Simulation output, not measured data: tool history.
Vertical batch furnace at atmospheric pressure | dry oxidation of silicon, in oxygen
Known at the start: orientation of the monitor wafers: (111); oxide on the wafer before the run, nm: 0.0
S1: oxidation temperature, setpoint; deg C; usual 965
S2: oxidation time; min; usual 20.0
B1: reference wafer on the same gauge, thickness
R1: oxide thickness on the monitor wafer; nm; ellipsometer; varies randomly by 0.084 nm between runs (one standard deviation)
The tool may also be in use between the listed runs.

run 1 hour=0.0 | S1=965 S2=20.0 | B1=27.11 | R1=23.02
run 2 hour=32.2 | S1=965 S2=26.5 | B1=27.10 | R1=28.04
run 3 hour=50.9 | S1=965 S2=26.5 | B1=27.08 | R1=27.87
run 4 hour=76.8 | S1=965 S2=26.5 | B1=27.10 | R1=27.90
run 5 hour=94.9 | S1=970 S2=20.0 | B1=27.10 | R1=24.07
run 6 hour=124.6 | S1=949 S2=20.0 | B1=27.09 | R1=20.05
run 7 hour=152.7 | S1=949 S2=20.0 | B1=27.09 | R1=20.04
run 8 hour=172.0 | S1=965 S2=20.0 | B1=27.10 | R1=23.01
run 9 hour=201.6 | S1=965 S2=22.0 | B1=27.11 | R1=24.58
run 10 hour=226.8 | S1=965 S2=20.0 | B1=27.08 | R1=23.26
run 11 hour=239.4 | S1=965 S2=20.0 | B1=27.12 | R1=23.18
run 12 hour=264.2 | S1=965 S2=20.0 | B1=27.08 | R1=23.06
run 13 hour=291.7 | S1=965 S2=20.0 | B1=27.10 | R1=22.90
run 14 hour=327.2 | S1=965 S2=20.0 | B1=27.09 | R1=23.11
run 15 hour=349.7 | S1=950 S2=15.0 | B1=27.09 | R1=16.57
run 16 hour=362.1 | S1=965 S2=20.0 | B1=27.11 | R1=23.09
run 17 hour=385.8 | S1=965 S2=20.0 | B1=27.10 | R1=22.93
run 18 hour=402.8 | S1=965 S2=20.0 | B1=27.10 | R1=23.04
run 19 hour=417.1 | S1=960 S2=17.0 | B1=27.10 | R1=19.73
run 20 hour=447.1 | S1=965 S2=23.0 | B1=27.12 | R1=25.37
run 21 hour=480.4 | S1=976 S2=17.0 | B1=27.12 | R1=22.70
-- hour=531.8 thermocouples replaced and temperature profile calibrated
run 22 hour=532.3 | S1=984 S2=20.0 | B1=27.10 | R1=26.96
run 23 hour=537.6 | S1=957 S2=17.5 | B1=27.11 | R1=19.69
-- hour=549.7 gauge calibrated
run 24 hour=562.7 | S1=965 S2=20.0 | B1=27.10 | R1=22.94
run 25 hour=579.2 | S1=943 S2=15.0 | B1=27.11 | R1=15.52
run 26 hour=598.8 | S1=965 S2=20.0 | B1=27.09 | R1=22.96
-- hour=649.5 boat lift adjusted
run 27 hour=650.0 | S1=965 S2=20.0 | B1=27.09 | R1=23.60
run 28 hour=665.0 | S1=943 S2=15.0 | B1=27.10 | R1=16.01
run 29 hour=698.6 | S1=965 S2=20.0 | B1=27.10 | R1=23.56
run 30 hour=734.3 | S1=987 S2=16.0 | B1=27.11 | R1=24.31
run 31 hour=762.0 | S1=965 S2=20.0 | B1=27.09 | R1=23.42
run 32 hour=798.0 | S1=985 S2=26.0 | B1=27.09 | R1=33.06
run 33 hour=822.1 | S1=965 S2=20.0 | B1=27.07 | R1=23.26
run 34 hour=842.1 | S1=951 S2=11.0 | B1=27.11 | R1=13.79

Run 35 comes next. What will it give?
run 35 hour=917.5 | S1=965 S2=20.0 | B1=? | R1=?

B1: 27.11
R1: 23.34 nm
With the hidden condition absent and the run-to-run variation left alone, this run would have shown R1 23.66 nm.
